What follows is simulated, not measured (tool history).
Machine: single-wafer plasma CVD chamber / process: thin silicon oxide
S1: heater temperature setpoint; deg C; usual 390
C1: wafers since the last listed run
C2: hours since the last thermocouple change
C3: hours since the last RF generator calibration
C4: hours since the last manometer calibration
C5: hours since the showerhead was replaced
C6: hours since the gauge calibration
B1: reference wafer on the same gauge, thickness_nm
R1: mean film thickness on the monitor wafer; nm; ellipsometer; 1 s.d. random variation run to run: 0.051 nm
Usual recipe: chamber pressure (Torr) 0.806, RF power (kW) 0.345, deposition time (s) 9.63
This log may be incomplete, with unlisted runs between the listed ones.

{"run": 1, "hour": 0.0, "S1": 390, "chamber pressure (Torr)": 0.806, "RF power (kW)": 0.38, "deposition time (s)": 9.63, "C1": 0, "C2": 472.9, "C3": 693.5, "C4": 501.1, "C5": 5034, "C6": 827.8, "B1": 18.702, "R1": 19.074}
{"run": 2, "hour": 26.8, "S1": 390, "chamber pressure (Torr)": 0.806, "RF power (kW)": 0.345, "deposition time (s)": 9.63, "C1": 404, "C2": 499.7, "C3": 720.3, "C4": 527.9, "C5": 5060.8, "C6": 854.6, "B1": 18.699, "R1": 18.458}
{"run": 3, "hour": 73.8, "S1": 390, "chamber pressure (Torr)": 0.806, "RF power (kW)": 0.345, "deposition time (s)": 9.63, "C1": 709, "C2": 546.7, "C3": 767.3, "C4": 574.9, "C5": 5107.8, "C6": 901.6, "B1": 18.701, "R1": 18.462}
{"hour": 93.7, "done": "RF generator calibrated"}
{"run": 4, "hour": 106.7, "S1": 390, "chamber pressure (Torr)": 0.806, "RF power (kW)": 0.345, "deposition time (s)": 9.63, "C1": 375, "C2": 579.6, "C3": 13, "C4": 607.8, "C5": 5140.7, "C6": 934.5, "B1": 18.689, "R1": 18.433}
{"run": 5, "hour": 175.9, "S1": 390, "chamber pressure (Torr)": 0.806, "RF power (kW)": 0.345, "deposition time (s)": 9.63, "C1": 1044, "C2": 648.8, "C3": 82.2, "C4": 677, "C5": 5209.9, "C6": 1003.7, "B1": 18.684, "R1": 18.517}
{"run": 6, "hour": 201.1, "S1": 390, "chamber pressure (Torr)": 0.806, "RF power (kW)": 0.345, "deposition time (s)": 9.63, "C1": 380, "C2": 674, "C3": 107.4, "C4": 702.2, "C5": 5235.1, "C6": 1028.9, "B1": 18.69, "R1": 18.472}
{"run": 7, "hour": 250.7, "S1": 390, "chamber pressure (Torr)": 0.806, "RF power (kW)": 0.345, "deposition time (s)": 9.63, "C1": 748, "C2": 723.6, "C3": 157, "C4": 751.8, "C5": 5284.7, "C6": 1078.5, "B1": 18.709, "R1": 18.48}
{"run": 8, "hour": 278.1, "S1": 390, "chamber pressure (Torr)": 0.806, "RF power (kW)": 0.345, "deposition time (s)": 9.63, "C1": 413, "C2": 751, "C3": 184.4, "C4": 779.2, "C5": 5312.1, "C6": 1105.9, "B1": 18.677, "R1": 18.438}
{"run": 9, "hour": 309.3, "S1": 390, "chamber pressure (Torr)": 0.806, "RF power (kW)": 0.345, "deposition time (s)": 9.63, "C1": 470, "C2": 782.2, "C3": 215.6, "C4": 810.4, "C5": 5343.3, "C6": 1137.1, "B1": 18.681, "R1": 18.515}
{"run": 10, "hour": 365.0, "S1": 390, "chamber pressure (Torr)": 0.806, "RF power (kW)": 0.345, "deposition time (s)": 9.63, "C1": 840, "C2": 837.9, "C3": 271.3, "C4": 866.1, "C5": 5399, "C6": 1192.8, "B1": 18.698, "R1": 18.632}
{"hour": 399.1, "done": "capacitance manometer re-zeroed and calibrated"}
{"run": 11, "hour": 434.3, "S1": 390, "chamber pressure (Torr)": 0.806, "RF power (kW)": 0.345, "deposition time (s)": 9.63, "C1": 924, "C2": 907.2, "C3": 340.6, "C4": 35.2, "C5": 5468.3, "C6": 1262.1, "B1": 18.725, "R1": 18.329}
{"run": 12, "hour": 488.5, "S1": 379, "chamber pressure (Torr)": 0.991, "RF power (kW)": 0.295, "deposition time (s)": 8.98, "C1": 817, "C2": 961.4, "C3": 394.8, "C4": 89.4, "C5": 5522.5, "C6": 1316.3, "B1": 18.689, "R1": 19.352}
{"run": 13, "hour": 517.7, "S1": 390, "chamber pressure (Torr)": 0.806, "RF power (kW)": 0.4, "deposition time (s)": 9.63, "C1": 440, "C2": 990.6, "C3": 424, "C4": 118.6, "C5": 5551.7, "C6": 1345.5, "B1": 18.717, "R1": 19.389}
{"run": 14, "hour": 552.5, "S1": 402, "chamber pressure (Torr)": 0.926, "RF power (kW)": 0.4, "deposition time (s)": 9.63, "C1": 525, "C2": 1025.4, "C3": 458.8, "C4": 153.4, "C5": 5586.5, "C6": 1380.3, "B1": 18.703, "R1": 21.681}
{"hour": 579.5, "done": "thermocouple changed; heater temperature recalibrated"}
{"hour": 591.3, "done": "showerhead replaced"}
{"hour": 602.5, "done": "gauge calibrated"}
{"run": 15, "hour": 760.0, "S1": 398, "chamber pressure (Torr)": 0.806, "RF power (kW)": 0.32, "deposition time (s)": 9.63, "C1": 2889, "C2": 180.5, "C3": 666.3, "C4": 360.9, "C5": 168.7, "C6": 157.5, "B1": 18.694, "R1": 17.69}
{"run": 16, "hour": 971.4, "S1": 383, "chamber pressure (Torr)": 0.806, "RF power (kW)": 0.345, "deposition time (s)": 7.86, "C1": 3189, "C2": 391.9, "C3": 877.7, "C4": 572.3, "C5": 380.1, "C6": 368.9, "B1": 18.697, "R1": 15.091}
{"hour": 1029.5, "done": "RF generator calibrated"}
{"run": 17, "hour": 1030.0, "S1": 390, "chamber pressure (Torr)": 0.806, "RF power (kW)": 0.345, "deposition time (s)": 9.63, "C1": 763, "C2": 450.5, "C3": 0.5, "C4": 630.9, "C5": 438.7, "C6": 427.5, "B1": 18.705, "R1": 18.368}
{"run": 18, "hour": 1072.0, "S1": 390, "chamber pressure (Torr)": 0.691, "RF power (kW)": 0.38, "deposition time (s)": 11.27, "C1": 633, "C2": 492.5, "C3": 42.5, "C4": 672.9, "C5": 480.7, "C6": 469.5, "B1": 18.719, "R1": 19.06}
{"run": 19, "hour": 1142.8, "S1": 390, "chamber pressure (Torr)": 0.806, "RF power (kW)": 0.345, "deposition time (s)": 9.63, "C1": 1068, "C2": 563.3, "C3": 113.3, "C4": 743.7, "C5": 551.5, "C6": 540.3, "B1": 18.708, "R1": 18.388}
{"run": 20, "hour": 1169.7, "S1": 399, "chamber pressure (Torr)": 0.806, "RF power (kW)": 0.31, "deposition time (s)": 9.63, "C1": 405, "C2": 590.2, "C3": 140.2, "C4": 770.6, "C5": 578.4, "C6": 567.2, "B1": 18.702, "R1": 17.6}
{"run": 21, "hour": 1235.6, "S1": 390, "chamber pressure (Torr)": 0.712, "RF power (kW)": 0.345, "deposition time (s)": 10.43, "C1": 994, "C2": 656.1, "C3": 206.1, "C4": 836.5, "C5": 644.3, "C6": 633.1, "B1": 18.707, "R1": 17.666}
{"run": 22, "hour": 1299.1, "S1": 390, "chamber pressure (Torr)": 0.806, "RF power (kW)": 0.345, "deposition time (s)": 9.63, "C1": 958, "C2": 719.6, "C3": 269.6, "C4": 900, "C5": 707.8, "C6": 696.6, "B1": 18.704, "R1": 18.585}
{"run": 23, "hour": 1338.6, "S1": 384, "chamber pressure (Torr)": 0.98, "RF power (kW)": 0.31, "deposition time (s)": 9.63, "C1": 596, "C2": 759.1, "C3": 309.1, "C4": 939.5, "C5": 747.3, "C6": 736.1, "B1": 18.694, "R1": 21.079}
{"hour": 1393.1, "done": "thermocouple changed; heater temperature recalibrated"}
{"run": 24, "hour": 1401.5, "S1": 390, "chamber pressure (Torr)": 0.806, "RF power (kW)": 0.345, "deposition time (s)": 9.63, "C1": 828, "C2": 8.4, "C3": 372, "C4": 1002.4, "C5": 810.2, "C6": 799, "B1": 18.698, "R1": 18.484}
{"run": 25, "hour": 1438.2, "S1": 390, "chamber pressure (Torr)": 0.806, "RF power (kW)": 0.345, "deposition time (s)": 7.78, "C1": 553, "C2": 45.1, "C3": 408.7, "C4": 1039.1, "C5": 846.9, "C6": 835.7, "B1": 18.694, "R1": 15.051}
{"run": 26, "hour": 1476.1, "S1": 378, "chamber pressure (Torr)": 0.896, "RF power (kW)": 0.285, "deposition time (s)": 8.37, "C1": 571, "C2": 83, "C3": 446.6, "C4": 1077, "C5": 884.8, "C6": 873.6, "B1": 18.681, "R1": 16.571}
{"run": 27, "hour": 1507.4, "S1": 394, "chamber pressure (Torr)": 0.806, "RF power (kW)": 0.345, "deposition time (s)": 7.98, "C1": 472, "C2": 114.3, "C3": 477.9, "C4": 1108.3, "C5": 916.1, "C6": 904.9, "B1": 18.695, "R1": 15.352}

Predict each of these 5 candidate next runs independently; none follows another, all start after run 27:
{"run": "A", "hour": 1507.8, "S1": 390, "chamber pressure (Torr)": 0.806, "RF power (kW)": 0.345, "deposition time (s)": 9.63, "C1": 6, "C2": 114.7, "C3": 478.3, "C4": 1108.7, "C5": 916.5, "C6": 905.3, "B1": "?", "R1": "?"}
{"run": "B", "hour": 1507.8, "S1": 390, "chamber pressure (Torr)": 0.94, "RF power (kW)": 0.345, "deposition time (s)": 9.63, "C1": 6, "C2": 114.7, "C3": 478.3, "C4": 1108.7, "C5": 916.5, "C6": 905.3, "B1": "?", "R1": "?"}
{"run": "C", "hour": 1507.8, "S1": 390, "chamber pressure (Torr)": 0.806, "RF power (kW)": 0.375, "deposition time (s)": 9.63, "C1": 6, "C2": 114.7, "C3": 478.3, "C4": 1108.7, "C5": 916.5, "C6": 905.3, "B1": "?", "R1": "?"}
{"run": "D", "hour": 1507.8, "S1": 390, "chamber pressure (Torr)": 0.99, "RF power (kW)": 0.345, "deposition time (s)": 8.62, "C1": 6, "C2": 114.7, "C3": 478.3, "C4": 1108.7, "C5": 916.5, "C6": 905.3, "B1": "?", "R1": "?"}
{"run": "E", "hour": 1507.8, "S1": 390, "chamber pressure (Torr)": 0.861, "RF power (kW)": 0.345, "deposition time (s)": 9.63, "C1": 6, "C2": 114.7, "C3": 478.3, "C4": 1108.7, "C5": 916.5, "C6": 905.3, "B1": "?", "R1": "?"}

run=A B1=18.703 R1=18.597
run=B B1=18.703 R1=21.284
run=C B1=18.703 R1=19.186
run=D B1=18.703 R1=19.815
run=E B1=18.703 R1=19.72
Stripped of hidden state, with their random variation kept, the same runs would have yielded:
run=A R1=18.378
run=B R1=21.062
run=C R1=18.96
run=D R1=19.652
run=E R1=19.514
